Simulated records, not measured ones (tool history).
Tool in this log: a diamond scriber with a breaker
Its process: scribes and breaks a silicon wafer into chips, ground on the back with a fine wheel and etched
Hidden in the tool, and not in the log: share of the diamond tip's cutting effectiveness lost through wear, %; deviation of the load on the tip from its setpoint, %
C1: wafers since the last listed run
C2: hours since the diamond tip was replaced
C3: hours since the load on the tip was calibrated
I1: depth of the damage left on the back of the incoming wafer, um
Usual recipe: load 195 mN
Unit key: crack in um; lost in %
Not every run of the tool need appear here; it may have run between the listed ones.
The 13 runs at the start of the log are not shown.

Run 14, hour 798.7: usual settings; C1 105; C2 563.1; C3 63.1; I1 0.33. Result: crack 11.37 um, lost 1.97 %.
Run 15, hour 887.9: usual settings; C1 205; C2 652.3; C3 152.3; I1 0.69. Result: crack 11.4 um, lost 1.64 %.
Run 16, hour 921.8: usual settings; C1 78; C2 686.2; C3 186.2; I1 0.38. Result: crack 11.58 um, lost 1.88 %.
Run 17, hour 956.4: usual settings; C1 79; C2 720.8; C3 220.8; I1 0.8. Result: crack 11.85 um, lost 1.83 %.
Run 18, hour 983: usual settings but load 149 mN; C1 61; C2 747.4; C3 247.4; I1 0.33. Result: crack 9.68 um, lost 5.27 %.
Run 19, hour 1018.4: usual settings but load 246 mN; C1 81; C2 782.8; C3 282.8; I1 0.67. Result: crack 13.27 um, lost 3.24 %.
At hour 1050.9: diamond tip replaced by a new one.
Run 20, hour 1105: usual settings but load 216 mN; C1 194; C2 54.1; C3 369.4; I1 0.47. Result: crack 13.57 um, lost 3.53 %.
Run 21, hour 1137.1: usual settings; C1 73; C2 86.2; C3 401.5; I1 0.73. Result: crack 12.56 um, lost 1.98 %.
Run 22, hour 1192.2: usual settings but load 226 mN; C1 126; C2 141.3; C3 456.6; I1 0.67. Result: crack 13.72 um, lost 4.16 %.
Run 23, hour 1247.4: usual settings; C1 127; C2 196.5; C3 511.8; I1 0.71. Result: crack 12.57 um, lost 2.22 %.
Run 24, hour 1300.6: usual settings but load 225 mN; C1 122; C2 249.7; C3 565; I1 0.34. Result: crack 13.5 um, lost 3.64 %.
Run 25, hour 1368.4: usual settings but load 251 mN; C1 156; C2 317.5; C3 632.8; I1 0.57. Result: crack 14.72 um, lost 6.7 %.
Run 26, hour 1427.2: usual settings but load 161 mN; C1 135; C2 376.3; C3 691.6; I1 0.4. Result: crack 10.96 um, lost 2.29 %.
At hour 1464.4: load on the tip recalibrated.
Run 27, hour 1485.3: usual settings but load 157 mN; C1 129; C2 434.4; C3 20.9; I1 0.6. Result: crack 10.23 um, lost 4.32 %.
Run 28, hour 1532.6: usual settings but load 250 mN; C1 108; C2 481.7; C3 68.2; I1 0.79. Result: crack 13.74 um, lost 3.81 %.
Run 29, hour 1579.5: usual settings but load 248 mN; C1 108; C2 528.6; C3 115.1; I1 0.35. Result: crack 13.4 um, lost 3.8 %.
Run 30, hour 1622.8: usual settings but load 212 mN; C1 99; C2 571.9; C3 158.4; I1 0.71. Result: crack 12.59 um, lost 2.23 %.
Run 31, hour 1729.2: usual settings; C1 245; C2 678.3; C3 264.8; I1 0.42. Result: crack 11.94 um, lost 1.91 %.
Run 32, hour 1763.8: usual settings but load 162 mN; C1 79; C2 712.9; C3 299.4; I1 0.59. Result: crack 10.59 um, lost 2.99 %.
Run 33, hour 1806.7: usual settings; C1 98; C2 755.8; C3 342.3; I1 0.34. Result: crack 11.94 um, lost 1.81 %.
Run 34, hour 1871.5: usual settings; C1 149; C2 820.6; C3 407.1; I1 0.31. Result: crack 12.04 um, lost 1.86 %.
At hour 1895.8: diamond tip replaced by a new one.
Run 35, hour 2000.2: usual settings but load 236 mN; C1 291; C2 104.4; C3 535.8; I1 0.48. Result: crack 14.48 um, lost 4.98 %.

Below are 5 alternative next runs, each starting from the tool's condition after run 35. Predict each:
Run A, hour 2000.8: usual settings; C1 1; C2 105; C3 536.4; I1 0.53. Result: crack ?, lost ?.
Run B, hour 2000.8: usual settings but load 218 mN; C1 1; C2 105; C3 536.4; I1 0.53. Result: crack ?, lost ?.
Run C, hour 2000.8: usual settings but load 210 mN; C1 1; C2 105; C3 536.4; I1 0.53. Result: crack ?, lost ?.
Run D, hour 2000.8: usual settings but load 172 mN; C1 1; C2 105; C3 536.4; I1 0.53. Result: crack ?, lost ?.
Run E, hour 2000.8: usual settings but load 229 mN; C1 1; C2 105; C3 536.4; I1 0.53. Result: crack ?, lost ?.

run  crack  lost
  A   12.8  2.28
  B  13.75  3.57
  C  13.42  3.04
  D  11.82  1.85
  E  14.19   4.4
The same runs, with their run-to-run variation unchanged, on a tool lacking any hidden condition would have given:
run  crack  lost
  A  11.91  1.84
  B  12.79  2.27
  C  12.49  2.03
  D     11  2.38
  E   13.2  2.73
